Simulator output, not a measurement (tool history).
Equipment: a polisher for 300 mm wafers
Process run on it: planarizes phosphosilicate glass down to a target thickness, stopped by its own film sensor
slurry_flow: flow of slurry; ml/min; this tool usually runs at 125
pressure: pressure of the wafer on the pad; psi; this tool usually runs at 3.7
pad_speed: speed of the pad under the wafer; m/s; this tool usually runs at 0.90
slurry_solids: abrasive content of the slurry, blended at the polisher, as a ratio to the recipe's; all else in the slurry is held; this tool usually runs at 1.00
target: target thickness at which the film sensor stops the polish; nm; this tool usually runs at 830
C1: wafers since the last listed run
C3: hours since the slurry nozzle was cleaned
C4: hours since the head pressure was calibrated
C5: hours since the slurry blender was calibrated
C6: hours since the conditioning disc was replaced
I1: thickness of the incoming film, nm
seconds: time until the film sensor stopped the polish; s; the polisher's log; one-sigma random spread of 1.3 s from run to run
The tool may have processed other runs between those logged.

run 1 hour=0.0 | slurry_flow=125 pressure=3.7 pad_speed=0.90 slurry_solids=1.00 target=830 | C1=0 wafers_polished_on_this_pad=795 C3=330.0 C4=1184.3 C5=274.2 C6=17.0 | I1=1431.6 | seconds=74.1
-- hour=7.2 worn pad replaced by a new one
run 2 hour=20.3 | slurry_flow=125 pressure=3.7 pad_speed=0.90 slurry_solids=1.00 target=830 | C1=118 wafers_polished_on_this_pad=95 C3=350.3 C4=1204.6 C5=294.5 C6=37.3 | I1=1408.3 | seconds=68.6
run 3 hour=52.8 | slurry_flow=125 pressure=3.7 pad_speed=0.90 slurry_solids=1.00 target=830 | C1=235 wafers_polished_on_this_pad=331 C3=382.8 C4=1237.1 C5=327.0 C6=69.8 | I1=1400.3 | seconds=67.7
run 4 hour=66.0 | slurry_flow=125 pressure=3.7 pad_speed=0.90 slurry_solids=1.00 target=830 | C1=95 wafers_polished_on_this_pad=427 C3=396.0 C4=1250.3 C5=340.2 C6=83.0 | I1=1423.5 | seconds=71.5
run 5 hour=95.1 | slurry_flow=125 pressure=3.7 pad_speed=0.90 slurry_solids=1.00 target=830 | C1=211 wafers_polished_on_this_pad=638 C3=425.1 C4=1279.4 C5=369.3 C6=112.1 | I1=1433.4 | seconds=72.9
-- hour=112.0 worn pad replaced by a new one
run 6 hour=112.5 | slurry_flow=125 pressure=4.3 pad_speed=0.90 slurry_solids=1.00 target=830 | C1=97 wafers_polished_on_this_pad=3 C3=442.5 C4=1296.8 C5=386.7 C6=129.5 | I1=1415.3 | seconds=63.2
run 7 hour=175.8 | slurry_flow=125 pressure=4.3 pad_speed=0.90 slurry_solids=1.00 target=830 | C1=459 wafers_polished_on_this_pad=463 C3=505.8 C4=1360.1 C5=450.0 C6=192.8 | I1=1430.4 | seconds=65.1
-- hour=182.3 slurry blender recalibrated
run 8 hour=206.8 | slurry_flow=125 pressure=3.7 pad_speed=0.90 slurry_solids=1.00 target=830 | C1=210 wafers_polished_on_this_pad=673 C3=536.8 C4=1391.1 C5=24.5 C6=223.8 | I1=1417.2 | seconds=69.7
run 9 hour=224.1 | slurry_flow=125 pressure=3.7 pad_speed=0.90 slurry_solids=1.00 target=830 | C1=125 wafers_polished_on_this_pad=799 C3=554.1 C4=1408.4 C5=41.8 C6=241.1 | I1=1402.0 | seconds=67.0
-- hour=230.3 head pressure recalibrated
-- hour=232.9 conditioning disc replaced and pad reconditioned
-- hour=238.2 worn pad replaced by a new one
run 10 hour=253.2 | slurry_flow=125 pressure=3.7 pad_speed=0.90 slurry_solids=1.00 target=830 | C1=153 wafers_polished_on_this_pad=109 C3=583.2 C4=22.9 C5=70.9 C6=20.3 | I1=1429.2 | seconds=71.4
run 11 hour=284.7 | slurry_flow=125 pressure=3.7 pad_speed=0.90 slurry_solids=1.00 target=830 | C1=228 wafers_polished_on_this_pad=337 C3=614.7 C4=54.4 C5=102.4 C6=51.8 | I1=1414.2 | seconds=71.1
run 12 hour=301.3 | slurry_flow=125 pressure=3.7 pad_speed=0.90 slurry_solids=1.00 target=830 | C1=120 wafers_polished_on_this_pad=458 C3=631.3 C4=71.0 C5=119.0 C6=68.4 | I1=1437.6 | seconds=74.3
-- hour=317.3 slurry nozzle cleaned
run 13 hour=324.9 | slurry_flow=125 pressure=4.3 pad_speed=0.90 slurry_solids=1.00 target=830 | C1=164 wafers_polished_on_this_pad=622 C3=7.6 C4=94.6 C5=142.6 C6=92.0 | I1=1394.3 | seconds=61.1
run 14 hour=342.0 | slurry_flow=155 pressure=3.7 pad_speed=0.90 slurry_solids=0.75 target=830 | C1=124 wafers_polished_on_this_pad=746 C3=24.7 C4=111.7 C5=159.7 C6=109.1 | I1=1412.9 | seconds=76.8
-- hour=370.3 worn pad replaced by a new one
run 15 hour=370.8 | slurry_flow=125 pressure=3.7 pad_speed=0.90 slurry_solids=1.00 target=830 | C1=180 wafers_polished_on_this_pad=3 C3=53.5 C4=140.5 C5=188.5 C6=137.9 | I1=1394.1 | seconds=66.2
run 16 hour=402.0 | slurry_flow=170 pressure=3.7 pad_speed=0.90 slurry_solids=1.00 target=830 | C1=226 wafers_polished_on_this_pad=230 C3=84.7 C4=171.7 C5=219.7 C6=169.1 | I1=1405.1 | seconds=65.3
run 17 hour=423.6 | slurry_flow=85 pressure=3.7 pad_speed=0.90 slurry_solids=1.00 target=938 | C1=156 wafers_polished_on_this_pad=387 C3=106.3 C4=193.3 C5=241.3 C6=190.7 | I1=1415.4 | seconds=62.0
-- hour=431.3 conditioning disc replaced and pad reconditioned
run 18 hour=456.8 | slurry_flow=125 pressure=3.7 pad_speed=0.90 slurry_solids=1.00 target=830 | C1=226 wafers_polished_on_this_pad=613 C3=139.5 C4=226.5 C5=274.5 C6=25.5 | I1=1440.9 | seconds=72.9
run 19 hour=491.5 | slurry_flow=105 pressure=3.7 pad_speed=0.70 slurry_solids=0.85 target=921 | C1=251 wafers_polished_on_this_pad=865 C3=174.2 C4=261.2 C5=309.2 C6=60.2 | I1=1417.9 | seconds=79.8
-- hour=501.4 worn pad replaced by a new one
run 20 hour=512.2 | slurry_flow=90 pressure=2.5 pad_speed=0.90 slurry_solids=1.00 target=830 | C1=121 wafers_polished_on_this_pad=78 C3=194.9 C4=281.9 C5=329.9 C6=80.9 | I1=1403.0 | seconds=94.1
run 21 hour=542.8 | slurry_flow=125 pressure=3.7 pad_speed=0.90 slurry_solids=1.00 target=1018 | C1=222 wafers_polished_on_this_pad=300 C3=225.5 C4=312.5 C5=360.5 C6=111.5 | I1=1394.1 | seconds=44.9
-- hour=546.4 slurry blender recalibrated
run 22 hour=555.0 | slurry_flow=125 pressure=3.7 pad_speed=0.90 slurry_solids=1.00 target=830 | C1=74 wafers_polished_on_this_pad=374 C3=237.7 C4=324.7 C5=8.6 C6=123.7 | I1=1434.1 | seconds=74.5

The next listed run, before its measurement:
run 23 hour=573.6 | slurry_flow=125 pressure=3.7 pad_speed=0.76 slurry_solids=1.00 target=713 | C1=135 wafers_polished_on_this_pad=509 C3=256.3 C4=343.3 C5=27.2 C6=142.3 | I1=1412.8 | seconds=?

seconds: 96.3 s
With no hidden state in the tool, this same run would have given seconds 96.3 s.
